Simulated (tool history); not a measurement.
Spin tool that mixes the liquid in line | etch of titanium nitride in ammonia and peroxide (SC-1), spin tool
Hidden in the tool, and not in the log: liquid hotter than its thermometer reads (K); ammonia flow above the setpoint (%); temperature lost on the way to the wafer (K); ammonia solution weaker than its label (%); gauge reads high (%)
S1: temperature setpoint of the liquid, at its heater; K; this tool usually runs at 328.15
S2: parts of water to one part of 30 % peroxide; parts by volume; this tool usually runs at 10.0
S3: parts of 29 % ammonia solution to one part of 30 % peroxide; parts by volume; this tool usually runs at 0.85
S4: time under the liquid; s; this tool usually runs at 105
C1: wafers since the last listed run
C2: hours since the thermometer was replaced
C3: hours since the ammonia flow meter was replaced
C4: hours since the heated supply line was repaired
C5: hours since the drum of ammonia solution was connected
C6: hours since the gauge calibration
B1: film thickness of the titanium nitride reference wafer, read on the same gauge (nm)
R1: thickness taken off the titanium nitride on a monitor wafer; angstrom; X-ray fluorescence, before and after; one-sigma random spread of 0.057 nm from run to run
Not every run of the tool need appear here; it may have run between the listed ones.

run    hour      S1    S2    S3   S4    C1      C2      C3      C4     C5      C6      B1     R1
  1     0.0  328.15   7.0  0.85  140     0  1953.8   590.3    26.3   12.0     4.1  130.03  207.4
  2    50.9  328.15   7.0  0.85  140   627  2004.7   641.2    77.2   62.9    55.0  130.05  207.0
  3    82.0  331.15  14.0  1.15   65   383  2035.8   672.3   108.3   94.0    86.1  130.00   87.4
  4   142.0  324.15  14.5  0.65   60   739  2095.8   732.3   168.3  154.0   146.1  130.02   44.6
  5   189.7  328.15  10.0  0.85  105   587  2143.5   780.0   216.0  201.7   193.8  130.03  131.0
  6   254.2  338.15  10.0  0.85  155   794  2208.0   844.5   280.5  266.2   258.3  130.00  371.1
  7   360.3  328.15  10.0  0.85   90  1307  2314.1   950.6   386.6  372.3   364.4  129.99  112.7
  8   422.2  328.15  10.0  0.60  105   762  2376.0  1012.5   448.5  434.2   426.3  129.95  123.8
  9   447.7  335.15  12.5  0.55  170   314  2401.5  1038.0   474.0  459.7   451.8  130.01  280.7
 10   507.3  328.15  10.0  0.85  105   734  2461.1  1097.6   533.6  519.3   511.4  130.02  130.9
      529.5  -- new drum of ammonia solution connected
 11   556.7  322.65  10.0  1.20  105   596  2510.5  1147.0   583.0   27.2   560.8  130.01   94.1
 12   606.3  328.15  10.0  0.85  105   611  2560.1  1196.6   632.6   76.8   610.4  130.01  130.6
      630.5  -- thermometer replaced
      664.5  -- ammonia flow meter replaced
 13   667.6  319.65  10.0  0.85   50   730    37.1     3.1   693.9  138.1   671.7  130.06   32.8
 14   738.6  328.15  10.0  0.75   50   874   108.1    74.1   764.9  209.1   742.7  130.06   58.1
 15   787.4  336.65   7.5  0.50  105   601   156.9   122.9   813.7  257.9   791.5  129.99  230.5
 16   854.9  325.15   7.0  0.85  105   831   224.4   190.4   881.2  325.4   859.0  129.97  120.2
 17   903.9  328.15   8.0  0.85   85   603   273.4   239.4   930.2  374.4   908.0  129.99  112.2
 18   951.7  328.15  10.0  0.85  105   588   321.2   287.2   978.0  422.2   955.8  130.01  123.6
 19  1004.8  325.15  10.0  0.85  105   654   374.3   340.3  1031.1  475.3  1008.9  129.98  100.7
     1023.8  -- new drum of ammonia solution connected
 20  1075.5  328.15  10.0  0.85  105   858   445.0   411.0  1101.8   51.7  1079.6  129.98  124.1
 21  1127.6  328.15  12.0  0.60  160   641   497.1   463.1  1153.9  103.8  1131.7  130.04  161.6
 22  1178.2  334.15  10.0  0.70  105   623   547.7   513.7  1204.5  154.4  1182.3  130.00  177.7
 23  1207.9  328.15  10.0  0.85  105   365   577.4   543.4  1234.2  184.1  1212.0  129.99  125.0
 24  1232.3  325.65  10.0  1.05  125   300   601.8   567.8  1258.6  208.5  1236.4  130.03  128.4

Branching from run 24: 4 alternative next runs. What would each branch give?
  A  1232.7  328.15  11.5  0.85  105   4  602.2  568.2  1259.0  208.9  1236.8   ?   ?
  B  1232.7  328.15  12.5  0.65  105   4  602.2  568.2  1259.0  208.9  1236.8   ?   ?
  C  1232.7  328.15  13.0  0.85  150   4  602.2  568.2  1259.0  208.9  1236.8   ?   ?
  D  1232.7  328.15  10.0  0.85  165   4  602.2  568.2  1259.0  208.9  1236.8   ?   ?

run      B1     R1
  A  130.00  115.4
  B  130.00  105.7
  C  130.00  154.7
  D  130.00  194.9
Had the tool no hidden state, the same runs would have come out as:
run     R1
  A  117.7
  B  107.7
  C  157.8
  D  198.7

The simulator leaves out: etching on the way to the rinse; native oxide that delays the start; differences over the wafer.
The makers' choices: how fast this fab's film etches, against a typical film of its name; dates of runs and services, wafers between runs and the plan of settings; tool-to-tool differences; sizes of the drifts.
